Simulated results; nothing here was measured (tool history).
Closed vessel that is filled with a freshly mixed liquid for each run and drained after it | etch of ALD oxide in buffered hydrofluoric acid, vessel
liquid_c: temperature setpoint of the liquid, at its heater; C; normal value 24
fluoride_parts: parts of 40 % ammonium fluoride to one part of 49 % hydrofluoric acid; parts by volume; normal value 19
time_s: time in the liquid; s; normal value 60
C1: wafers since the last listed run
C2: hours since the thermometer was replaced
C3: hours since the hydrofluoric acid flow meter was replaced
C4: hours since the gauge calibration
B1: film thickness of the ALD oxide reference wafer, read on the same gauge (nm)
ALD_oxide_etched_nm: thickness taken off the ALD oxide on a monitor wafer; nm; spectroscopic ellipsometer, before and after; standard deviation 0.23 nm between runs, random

{"run": 1, "hour": 0.0, "liquid_c": 24, "fluoride_parts": 19, "time_s": 60, "C1": 0, "C2": 524.1, "C3": 211.7, "C4": 160.6, "B1": 100, "ALD_oxide_etched_nm": 58.53}
{"run": 2, "hour": 13.5, "liquid_c": 24, "fluoride_parts": 19, "time_s": 60, "C1": 1287, "C2": 537.6, "C3": 225.2, "C4": 174.1, "B1": 99.96, "ALD_oxide_etched_nm": 58.48}
{"run": 3, "hour": 30.6, "liquid_c": 24, "fluoride_parts": 19, "time_s": 60, "C1": 1630, "C2": 554.7, "C3": 242.3, "C4": 191.2, "B1": 100.01, "ALD_oxide_etched_nm": 58.74}
{"run": 4, "hour": 48.2, "liquid_c": 24, "fluoride_parts": 19, "time_s": 60, "C1": 1678, "C2": 572.3, "C3": 259.9, "C4": 208.8, "B1": 99.99, "ALD_oxide_etched_nm": 58.2}
{"run": 5, "hour": 62.2, "liquid_c": 24, "fluoride_parts": 19, "time_s": 60, "C1": 1335, "C2": 586.3, "C3": 273.9, "C4": 222.8, "B1": 100.02, "ALD_oxide_etched_nm": 58.37}
{"run": 6, "hour": 69.6, "liquid_c": 24, "fluoride_parts": 19, "time_s": 60, "C1": 705, "C2": 593.7, "C3": 281.3, "C4": 230.2, "B1": 99.99, "ALD_oxide_etched_nm": 58.43}
{"run": 7, "hour": 114.6, "liquid_c": 24, "fluoride_parts": 19, "time_s": 60, "C1": 4291, "C2": 638.7, "C3": 326.3, "C4": 275.2, "B1": 100.03, "ALD_oxide_etched_nm": 58.34}
{"run": 8, "hour": 124.6, "liquid_c": 24, "fluoride_parts": 21.5, "time_s": 60, "C1": 953, "C2": 648.7, "C3": 336.3, "C4": 285.2, "B1": 100, "ALD_oxide_etched_nm": 52.64}
{"run": 9, "hour": 140.3, "liquid_c": 24, "fluoride_parts": 21.5, "time_s": 60, "C1": 1497, "C2": 664.4, "C3": 352, "C4": 300.9, "B1": 100.01, "ALD_oxide_etched_nm": 52.75}
{"run": 10, "hour": 147.0, "liquid_c": 24, "fluoride_parts": 19, "time_s": 60, "C1": 639, "C2": 671.1, "C3": 358.7, "C4": 307.6, "B1": 100, "ALD_oxide_etched_nm": 57.95}
{"hour": 155.5, "done": "gauge calibrated"}
{"run": 11, "hour": 162.5, "liquid_c": 21.5, "fluoride_parts": 19, "time_s": 60, "C1": 1478, "C2": 686.6, "C3": 374.2, "C4": 7, "B1": 99.95, "ALD_oxide_etched_nm": 50.64}
{"run": 12, "hour": 175.4, "liquid_c": 21.5, "fluoride_parts": 19, "time_s": 60, "C1": 1230, "C2": 699.5, "C3": 387.1, "C4": 19.9, "B1": 99.98, "ALD_oxide_etched_nm": 50.21}
{"hour": 184.0, "done": "thermometer replaced"}
{"run": 13, "hour": 190.6, "liquid_c": 21.5, "fluoride_parts": 19, "time_s": 60, "C1": 1354, "C2": 6.6, "C3": 402.3, "C4": 35.1, "B1": 100.02, "ALD_oxide_etched_nm": 52.21}
{"run": 14, "hour": 204.8, "liquid_c": 24, "fluoride_parts": 19, "time_s": 60, "C1": 1354, "C2": 20.8, "C3": 416.5, "C4": 49.3, "B1": 100.01, "ALD_oxide_etched_nm": 59.82}
{"run": 15, "hour": 221.8, "liquid_c": 26.5, "fluoride_parts": 19, "time_s": 75, "C1": 1621, "C2": 37.8, "C3": 433.5, "C4": 66.3, "B1": 100.01, "ALD_oxide_etched_nm": 85.64}
{"run": 16, "hour": 231.5, "liquid_c": 25.5, "fluoride_parts": 23.5, "time_s": 30, "C1": 925, "C2": 47.5, "C3": 443.2, "C4": 76, "B1": 100.01, "ALD_oxide_etched_nm": 27.47}
{"run": 17, "hour": 247.8, "liquid_c": 26, "fluoride_parts": 22, "time_s": 60, "C1": 1554, "C2": 63.8, "C3": 459.5, "C4": 92.3, "B1": 100.03, "ALD_oxide_etched_nm": 59.28}
{"hour": 261.3, "done": "hydrofluoric acid flow meter replaced"}
{"run": 18, "hour": 261.8, "liquid_c": 21.5, "fluoride_parts": 23.5, "time_s": 85, "C1": 1239, "C2": 77.8, "C3": 0.5, "C4": 106.3, "B1": 99.96, "ALD_oxide_etched_nm": 62.4}
{"run": 19, "hour": 269.4, "liquid_c": 20.5, "fluoride_parts": 19, "time_s": 60, "C1": 724, "C2": 85.4, "C3": 8.1, "C4": 113.9, "B1": 100, "ALD_oxide_etched_nm": 49.48}
{"run": 20, "hour": 285.0, "liquid_c": 22, "fluoride_parts": 13, "time_s": 30, "C1": 1487, "C2": 101, "C3": 23.7, "C4": 129.5, "B1": 99.99, "ALD_oxide_etched_nm": 38.44}
{"run": 21, "hour": 295.5, "liquid_c": 24, "fluoride_parts": 21, "time_s": 95, "C1": 1001, "C2": 111.5, "C3": 34.2, "C4": 140, "B1": 100.02, "ALD_oxide_etched_nm": 86.44}
{"run": 22, "hour": 309.0, "liquid_c": 24, "fluoride_parts": 19, "time_s": 60, "C1": 1287, "C2": 125, "C3": 47.7, "C4": 153.5, "B1": 99.98, "ALD_oxide_etched_nm": 59.64}
{"run": 23, "hour": 321.0, "liquid_c": 24, "fluoride_parts": 19, "time_s": 60, "C1": 1144, "C2": 137, "C3": 59.7, "C4": 165.5, "B1": 100, "ALD_oxide_etched_nm": 59.29}
{"run": 24, "hour": 329.9, "liquid_c": 24, "fluoride_parts": 19, "time_s": 60, "C1": 848, "C2": 145.9, "C3": 68.6, "C4": 174.4, "B1": 100.01, "ALD_oxide_etched_nm": 59.39}
{"run": 25, "hour": 336.5, "liquid_c": 24, "fluoride_parts": 14.5, "time_s": 35, "C1": 629, "C2": 152.5, "C3": 75.2, "C4": 181, "B1": 100.02, "ALD_oxide_etched_nm": 44.98}
{"run": 26, "hour": 347.1, "liquid_c": 19.5, "fluoride_parts": 19, "time_s": 60, "C1": 1011, "C2": 163.1, "C3": 85.8, "C4": 191.6, "B1": 100.01, "ALD_oxide_etched_nm": 46.17}
{"run": 27, "hour": 355.2, "liquid_c": 24, "fluoride_parts": 12, "time_s": 70, "C1": 772, "C2": 171.2, "C3": 93.9, "C4": 199.7, "B1": 99.98, "ALD_oxide_etched_nm": 107.7}
{"run": 28, "hour": 364.3, "liquid_c": 24, "fluoride_parts": 13.5, "time_s": 60, "C1": 867, "C2": 180.3, "C3": 103, "C4": 208.8, "B1": 100.02, "ALD_oxide_etched_nm": 83.61}
{"run": 29, "hour": 376.1, "liquid_c": 28.5, "fluoride_parts": 19, "time_s": 30, "C1": 1125, "C2": 192.1, "C3": 114.8, "C4": 220.6, "B1": 99.97, "ALD_oxide_etched_nm": 37.61}
{"run": 30, "hour": 391.0, "liquid_c": 26.5, "fluoride_parts": 19, "time_s": 60, "C1": 1421, "C2": 207, "C3": 129.7, "C4": 235.5, "B1": 100.03, "ALD_oxide_etched_nm": 67.52}
{"run": 31, "hour": 408.1, "liquid_c": 24, "fluoride_parts": 19, "time_s": 60, "C1": 1630, "C2": 224.1, "C3": 146.8, "C4": 252.6, "B1": 100, "ALD_oxide_etched_nm": 58.77}
{"run": 32, "hour": 420.3, "liquid_c": 25.5, "fluoride_parts": 25.5, "time_s": 60, "C1": 1163, "C2": 236.3, "C3": 159, "C4": 264.8, "B1": 100.01, "ALD_oxide_etched_nm": 51.4}
{"run": 33, "hour": 437.9, "liquid_c": 24, "fluoride_parts": 21.5, "time_s": 60, "C1": 1678, "C2": 253.9, "C3": 176.6, "C4": 282.4, "B1": 100.04, "ALD_oxide_etched_nm": 53.27}

For some of the steps in ALD_oxide_etched_nm from one run to the next: how much would appear even if the tool had no hidden state, given the settings, what came in and random variation, and how much remains for the hidden state plus any gauge scatter that the measured result and the result without hidden state don't share?
The tool's hidden condition here consists of: liquid colder than its thermometer reads (K); hydrofluoric acid flow above the setpoint (%); gauge reads high (%).
Run 12 -> 13: thermometer replaced. ALD_oxide_etched_nm +2 nm: hidden state +1.67, all else +0.33.
Run 15 -> 16: liquid_c 26.5 -> 25.5, fluoride_parts 19 -> 23.5, time_s 75 -> 30. ALD_oxide_etched_nm -58.17 nm: hidden state +0.52, all else -58.69.
Run 20 -> 21: liquid_c 22 -> 24, fluoride_parts 13 -> 21, time_s 30 -> 95. ALD_oxide_etched_nm +48 nm: hidden state -0.67, all else +48.67.
Run 26 -> 27: liquid_c 19.5 -> 24, fluoride_parts 19 -> 12, time_s 60 -> 70. ALD_oxide_etched_nm +61.53 nm: hidden state -1.06, all else +62.59.
Run 28 -> 29: liquid_c 24 -> 28.5, fluoride_parts 13.5 -> 19, time_s 60 -> 30. ALD_oxide_etched_nm -46 nm: hidden state +0.81, all else -46.81.
